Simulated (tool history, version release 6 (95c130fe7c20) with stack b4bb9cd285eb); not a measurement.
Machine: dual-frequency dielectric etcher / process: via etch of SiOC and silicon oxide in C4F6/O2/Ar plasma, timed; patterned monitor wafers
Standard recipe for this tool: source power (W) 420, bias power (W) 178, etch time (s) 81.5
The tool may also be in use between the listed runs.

| run | hour | source power (W) | bias power (W) | etch time (s) | wafers since the last listed run | hours since the last wet clean | hours since the last source power generator calibration | hours since the last bias power generator calibration | hours since the last upper electrode change | hours since the gauge calibration | read-back reference wafer on the same gauge, depth_nm | mean etch depth across the wafer (nm) |
|---|---|---|---|---|---|---|---|---|---|---|---|---|
| 1 | 0.0 | 420 | 178 | 96.5 | 0 | 262.7 | 1981.4 | 3085.6 | 2102.6 | 306.1 | 82.4 | 114.6 |
| 2 | 31.5 | 420 | 178 | 81.5 | 433 | 294.2 | 2012.9 | 3117.1 | 2134.1 | 337.6 | 82.4 | 96.8 |
| 3 | 44.9 | 420 | 178 | 81.5 | 184 | 307.6 | 2026.3 | 3130.5 | 2147.5 | 351.0 | 82.4 | 96.8 |
| 4 | 80.1 | 420 | 166 | 81.5 | 484 | 342.8 | 2061.5 | 3165.7 | 2182.7 | 386.2 | 82.4 | 94.6 |
| 5 | 115.4 | 420 | 178 | 81.5 | 486 | 378.1 | 2096.8 | 3201.0 | 2218.0 | 421.5 | 82.4 | 96.9 |
| 6 | 135.0 | 420 | 178 | 81.5 | 269 | 397.7 | 2116.4 | 3220.6 | 2237.6 | 441.1 | 82.4 | 97.0 |
|  | 141.0 | source power generator calibrated |
| 7 | 150.0 | 420 | 178 | 81.5 | 151 | 412.7 | 9.0 | 3235.6 | 2252.6 | 456.1 | 82.3 | 97.2 |
| 8 | 166.6 | 360 | 178 | 93.0 | 228 | 429.3 | 25.6 | 3252.2 | 2269.2 | 472.7 | 82.4 | 104.8 |
|  | 194.8 | upper electrode replaced |
| 9 | 195.3 | 360 | 178 | 93.0 | 64 | 458.0 | 54.3 | 3280.9 | 0.5 | 501.4 | 82.4 | 104.8 |
| 10 | 207.7 | 480 | 178 | 65.5 | 170 | 470.4 | 66.7 | 3293.3 | 12.9 | 513.8 | 82.4 | 82.3 |
|  | 234.3 | gauge calibrated |
| 11 | 238.8 | 360 | 178 | 88.0 | 428 | 501.5 | 97.8 | 3324.4 | 44.0 | 4.5 | 82.5 | 98.9 |
| 12 | 258.7 | 380 | 145 | 81.5 | 273 | 521.4 | 117.7 | 3344.3 | 63.9 | 24.4 | 82.4 | 88.2 |
|  | 287.3 | bias power generator calibrated |
|  | 305.5 | wet clean of the chamber |
| 13 | 306.0 | 420 | 178 | 81.5 | 345 | 0.5 | 165.0 | 18.7 | 111.2 | 71.7 | 82.5 | 96.0 |
| 14 | 316.9 | 420 | 178 | 81.5 | 150 | 11.4 | 175.9 | 29.6 | 122.1 | 82.6 | 82.4 | 96.2 |
| 15 | 340.3 | 420 | 160 | 62.5 | 322 | 34.8 | 199.3 | 53.0 | 145.5 | 106.0 | 82.4 | 71.4 |
| 16 | 371.5 | 420 | 166 | 81.5 | 429 | 66.0 | 230.5 | 84.2 | 176.7 | 137.2 | 82.4 | 94.4 |
| 17 | 398.2 | 470 | 141 | 93.5 | 367 | 92.7 | 257.2 | 110.9 | 203.4 | 163.9 | 82.4 | 107.7 |
| 18 | 415.1 | 420 | 212 | 81.5 | 232 | 109.6 | 274.1 | 127.8 | 220.3 | 180.8 | 82.5 | 102.0 |
| 19 | 438.9 | 420 | 222 | 81.5 | 327 | 133.4 | 297.9 | 151.6 | 244.1 | 204.6 | 82.5 | 103.7 |
| 20 | 468.8 | 420 | 210 | 81.5 | 411 | 163.3 | 327.8 | 181.5 | 274.0 | 234.5 | 82.4 | 101.7 |

Consider 4 possible next runs. They are alternatives, not a sequence: every one starts from the tool as it was left by run 20. What does each give?
| A | 469.2 | 420 | 178 | 81.5 | 5 | 163.7 | 328.2 | 181.9 | 274.4 | 234.9 | ? | ? |
| B | 469.2 | 420 | 192 | 60.5 | 5 | 163.7 | 328.2 | 181.9 | 274.4 | 234.9 | ? | ? |
| C | 469.2 | 320 | 178 | 100.0 | 5 | 163.7 | 328.2 | 181.9 | 274.4 | 234.9 | ? | ? |
| D | 469.2 | 450 | 191 | 89.0 | 5 | 163.7 | 328.2 | 181.9 | 274.4 | 234.9 | ? | ? |

| run | read-back reference wafer on the same gauge, depth_nm | mean etch depth across the wafer (nm) |
|---|---|---|
| A | 82.5 | 96.8 |
| B | 82.5 | 73.6 |
| C | 82.5 | 107.0 |
| D | 82.5 | 110.9 |
What these runs would have given with no unlogged condition in the tool:
| run | mean etch depth across the wafer (nm) |
|---|---|
| A | 96.1 |
| B | 73.1 |
| C | 106.3 |
| D | 110.2 |
